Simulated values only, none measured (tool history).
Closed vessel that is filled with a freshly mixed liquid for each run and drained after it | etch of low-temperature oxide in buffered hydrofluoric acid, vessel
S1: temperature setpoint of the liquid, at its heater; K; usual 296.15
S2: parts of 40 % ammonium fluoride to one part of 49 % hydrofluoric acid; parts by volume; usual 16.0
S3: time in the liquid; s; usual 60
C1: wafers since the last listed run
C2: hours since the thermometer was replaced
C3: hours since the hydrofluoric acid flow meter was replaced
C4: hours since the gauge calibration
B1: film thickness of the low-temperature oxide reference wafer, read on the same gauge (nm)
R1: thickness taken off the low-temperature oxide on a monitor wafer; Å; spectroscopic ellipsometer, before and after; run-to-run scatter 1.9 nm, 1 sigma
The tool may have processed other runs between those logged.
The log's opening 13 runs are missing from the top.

run   hour      S1    S2  S3    C1     C2      C3     C4     B1      R1
 14  364.0  296.15  12.5  60  2692  258.9  1700.2   86.4  90.02  2539.9
 15  399.5  294.15  12.0  80  2662  294.4  1735.7  121.9  90.03  3153.8
 16  429.7  296.15  16.0  85  2265  324.6  1765.9  152.1  90.01  2895.9
 17  453.1  299.65  16.0  60  1755  348.0  1789.3  175.5  90.00  2468.9
 18  478.4  296.15  16.0  60  1897  373.3  1814.6  200.8  89.98  2002.7
 19  493.7  292.65  19.5  80  1147  388.6  1829.9  216.1  90.00  1818.5
 20  508.8  296.15  16.0  45  1132  403.7  1845.0  231.2  90.02  1497.9
 21  532.2  296.15  18.0  60  1755  427.1  1868.4  254.6  89.96  1778.0
     544.5  -- hydrofluoric acid flow meter replaced
 22  551.6  299.65  18.0  30  1380  446.5     7.1  274.0  89.97  1081.2
 23  580.0  294.65  16.0  60  2130  474.9    35.5  302.4  89.99  1832.9
 24  606.9  296.15  16.0  30  2017  501.8    62.4  329.3  89.93  1000.0
 25  636.2  300.15  16.0  60  2197  531.1    91.7  358.6  90.00  2449.7
 26  660.3  296.15  10.0  95  1807  555.2   115.8  382.7  90.01  4974.5
 27  674.3  298.15  16.0  75  1050  569.2   129.8  396.7  89.96  2799.8
 28  704.0  292.15  16.0  60  2227  598.9   159.5  426.4  89.95  1572.4
 29  734.8  296.15  16.0  70  2310  629.7   190.3  457.2  89.98  2316.6
 30  767.4  298.65  21.0  30  2445  662.3   222.9  489.8  90.04   881.3
 31  780.9  296.15  16.0  60  1012  675.8   236.4  503.3  90.01  1961.7
 32  814.6  296.15  16.0  60  2527  709.5   270.1  537.0  90.02  1975.6

Predict each of these 4 candidate next runs independently; none follows another, all start after run 32:
  A  815.3  296.15  16.0  60  52  710.2  270.8  537.7   ?   ?
  B  815.3  296.15  18.5  60  52  710.2  270.8  537.7   ?   ?
  C  815.3  300.65  16.0  60  52  710.2  270.8  537.7   ?   ?
  D  815.3  296.15  10.0  60  52  710.2  270.8  537.7   ?   ?

run     B1      R1
  A  89.96  1932.6
  B  89.96  1675.0
  C  89.96  2468.8
  D  89.96  3061.6
Stripped of hidden state, with their random variation kept, the same runs would have yielded:
run      R1
  A  1995.4
  B  1729.4
  C  2546.7
  D  3160.8
